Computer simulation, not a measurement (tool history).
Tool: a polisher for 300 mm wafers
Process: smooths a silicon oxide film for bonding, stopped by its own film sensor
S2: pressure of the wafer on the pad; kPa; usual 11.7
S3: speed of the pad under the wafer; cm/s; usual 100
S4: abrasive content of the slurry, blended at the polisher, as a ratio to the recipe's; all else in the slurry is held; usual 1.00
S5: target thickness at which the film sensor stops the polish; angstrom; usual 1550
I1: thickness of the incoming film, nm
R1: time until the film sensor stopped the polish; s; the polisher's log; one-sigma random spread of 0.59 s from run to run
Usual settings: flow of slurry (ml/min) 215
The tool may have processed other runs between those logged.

run 1 hour=0.0 | flow_of_slurry_(ml/min)=215 S2=11.7 S3=100 S4=0.80 S5=1500 | I1=179.3 | R1=50.9
run 2 hour=97.4 | flow_of_slurry_(ml/min)=215 S2=11.7 S3=100 S4=0.80 S5=1500 | I1=182.2 | R1=57.4
-- hour=104.3 worn pad replaced by a new one
run 3 hour=166.6 | flow_of_slurry_(ml/min)=215 S2=11.7 S3=118 S4=1.00 S5=1550 | I1=180.1 | R1=36.0
-- hour=239.4 slurry nozzle cleaned
run 4 hour=271.0 | flow_of_slurry_(ml/min)=215 S2=11.7 S3=118 S4=1.00 S5=1550 | I1=181.1 | R1=34.4
-- hour=363.8 slurry blender recalibrated
run 5 hour=368.2 | flow_of_slurry_(ml/min)=215 S2=11.7 S3=118 S4=1.00 S5=1550 | I1=178.6 | R1=30.5
run 6 hour=423.2 | flow_of_slurry_(ml/min)=215 S2=11.7 S3=100 S4=1.00 S5=1610 | I1=183.2 | R1=32.8
run 7 hour=479.4 | flow_of_slurry_(ml/min)=215 S2=11.7 S3=100 S4=1.00 S5=1600 | I1=179.8 | R1=29.4
-- hour=504.4 worn pad replaced by a new one
run 8 hour=557.7 | flow_of_slurry_(ml/min)=215 S2=11.7 S3=100 S4=1.00 S5=1600 | I1=179.2 | R1=28.6
run 9 hour=605.0 | flow_of_slurry_(ml/min)=215 S2=11.7 S3=100 S4=1.00 S5=1550 | I1=181.2 | R1=38.6
run 10 hour=702.8 | flow_of_slurry_(ml/min)=215 S2=11.7 S3=100 S4=1.00 S5=1550 | I1=181.6 | R1=41.8
-- hour=760.4 head pressure recalibrated
run 11 hour=809.8 | flow_of_slurry_(ml/min)=215 S2=11.7 S3=100 S4=1.00 S5=1550 | I1=179.4 | R1=40.5
-- hour=847.2 slurry nozzle cleaned
run 12 hour=868.1 | flow_of_slurry_(ml/min)=215 S2=11.7 S3=100 S4=1.00 S5=1520 | I1=179.3 | R1=45.3
-- hour=878.6 slurry blender recalibrated
-- hour=934.2 worn pad replaced by a new one
run 13 hour=969.2 | flow_of_slurry_(ml/min)=215 S2=11.7 S3=100 S4=1.00 S5=1520 | I1=180.2 | R1=42.1
run 14 hour=1229.4 | flow_of_slurry_(ml/min)=170 S2=8.3 S3=118 S4=1.20 S5=1550 | I1=180.3 | R1=45.8
-- hour=1286.9 slurry blender recalibrated
run 15 hour=1320.6 | flow_of_slurry_(ml/min)=255 S2=15.2 S3=72 S4=1.00 S5=1550 | I1=177.9 | R1=33.2
run 16 hour=1414.5 | flow_of_slurry_(ml/min)=215 S2=14.5 S3=100 S4=1.00 S5=1550 | I1=178.1 | R1=28.9
-- hour=1436.9 worn pad replaced by a new one
run 17 hour=1510.4 | flow_of_slurry_(ml/min)=215 S2=9.7 S3=100 S4=1.00 S5=1550 | I1=177.6 | R1=43.6
-- hour=1565.2 slurry nozzle cleaned
run 18 hour=1617.0 | flow_of_slurry_(ml/min)=215 S2=11.7 S3=100 S4=1.00 S5=1550 | I1=179.7 | R1=37.1
run 19 hour=1679.3 | flow_of_slurry_(ml/min)=215 S2=9.7 S3=66 S4=1.15 S5=1510 | I1=182.0 | R1=72.8
-- hour=1712.5 head pressure recalibrated
run 20 hour=1732.3 | flow_of_slurry_(ml/min)=215 S2=11.7 S3=100 S4=0.80 S5=1550 | I1=175.7 | R1=39.5
-- hour=1806.2 slurry blender recalibrated
run 21 hour=1819.0 | flow_of_slurry_(ml/min)=215 S2=11.7 S3=100 S4=1.00 S5=1550 | I1=181.2 | R1=38.9
-- hour=1851.6 worn pad replaced by a new one
run 22 hour=1890.9 | flow_of_slurry_(ml/min)=215 S2=14.5 S3=116 S4=0.90 S5=1550 | I1=181.5 | R1=29.3
run 23 hour=1973.2 | flow_of_slurry_(ml/min)=215 S2=11.7 S3=100 S4=1.00 S5=1550 | I1=180.5 | R1=38.0
run 24 hour=2052.6 | flow_of_slurry_(ml/min)=215 S2=11.7 S3=100 S4=1.25 S5=1550 | I1=181.0 | R1=34.3
run 25 hour=2098.0 | flow_of_slurry_(ml/min)=240 S2=11.7 S3=126 S4=1.00 S5=1550 | I1=181.4 | R1=34.6
run 26 hour=2177.9 | flow_of_slurry_(ml/min)=215 S2=14.5 S3=100 S4=1.00 S5=1500 | I1=179.5 | R1=38.7
-- hour=2230.0 slurry nozzle cleaned
-- hour=2275.8 slurry blender recalibrated
run 27 hour=2277.7 | flow_of_slurry_(ml/min)=215 S2=13.1 S3=100 S4=0.90 S5=1550 | I1=180.6 | R1=35.3

For each run, what was the tool's unlogged condition?
removal rate lost through wear of the pad, %: 0, the same for each run
deviation of the head's pressure from its setpoint, %: 0, the same for each run
H1: slurry flow missing at the pad, %
H2: abrasive missing from the slurry, %
run=1 H1=25.4 H2=0.83
run=2 H1=33.9 H2=2.02
run=3 H1=40.8 H2=3.67
run=4 H1=2.68 H2=7.42
run=5 H1=3.91 H2=0.35
run=6 H1=5.27 H2=0.595
run=7 H1=7.14 H2=1.28
run=8 H1=10.6 H2=2.98
run=9 H1=13.1 H2=4.41
run=10 H1=19.5 H2=8.38
run=11 H1=28.2 H2=14.2
run=12 H1=3.67 H2=18.1
run=13 H1=4.8 H2=2.2
run=14 H1=15.1 H2=10.2
run=15 H1=21.3 H2=0.0965
run=16 H1=29 H2=1.15
run=17 H1=38.3 H2=3.51
run=18 H1=4.73 H2=7.63
run=19 H1=5.54 H2=10.8
run=20 H1=6.72 H2=13.9
run=21 H1=9.59 H2=0.573
run=22 H1=12.9 H2=1.06
run=23 H1=17.6 H2=2.51
run=24 H1=23.2 H2=4.8
run=25 H1=26.9 H2=6.51
run=26 H1=34.1 H2=10.2
run=27 H1=1.43 H2=2.16
